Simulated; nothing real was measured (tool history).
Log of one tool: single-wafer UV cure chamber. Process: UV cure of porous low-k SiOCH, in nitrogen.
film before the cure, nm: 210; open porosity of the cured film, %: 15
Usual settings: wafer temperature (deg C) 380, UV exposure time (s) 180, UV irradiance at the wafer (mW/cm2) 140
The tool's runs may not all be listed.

run     day  wafer temperature (deg C)  UV exposure time (s)  UV irradiance at the wafer (mW/cm2)  loss of film thickness in the cure (%)
  1       0                        391                   180                                  140                                   9.675
  2   2.683                        391                   180                                  140                                   9.478
  3   5.458                        365                   230                                  140                                   9.521
      6.617  -- quartz window cleaned
  4   7.396                        365                   230                                  140                                  10.334
  5   8.788                        380                   180                                  109                                   8.568
  6  10.867                        380                   180                                  109                                   8.475
  7  13.317                        380                   180                                  112                                   8.244
  8    16.2                        380                   180                                  112                                   8.087
     18.546  -- quartz window cleaned
  9  18.933                        380                   180                                  112                                   8.616
 10  21.758                        380                   180                                  140                                   9.099
 11  22.808                        380                   180                                  140                                   8.923
 12  24.708                        380                   180                                  140                                   8.692
 13  26.312                        391                   180                                  140                                    8.66
 14  27.508                        395                   180                                  162                                   9.275
     30.033  -- quartz window cleaned
 15  30.054                        373                   180                                  140                                   9.044
     30.742  -- UV bulbs replaced
 16  32.325                        392                   130                                  140                                   9.525

The next listed run, before its measurement:
 17  34.854                        369                   180                                  114                                       ?

loss of film thickness in the cure (%): 9.118
Without the tool's hidden state the same run would have given loss of film thickness in the cure (%) 9.638.
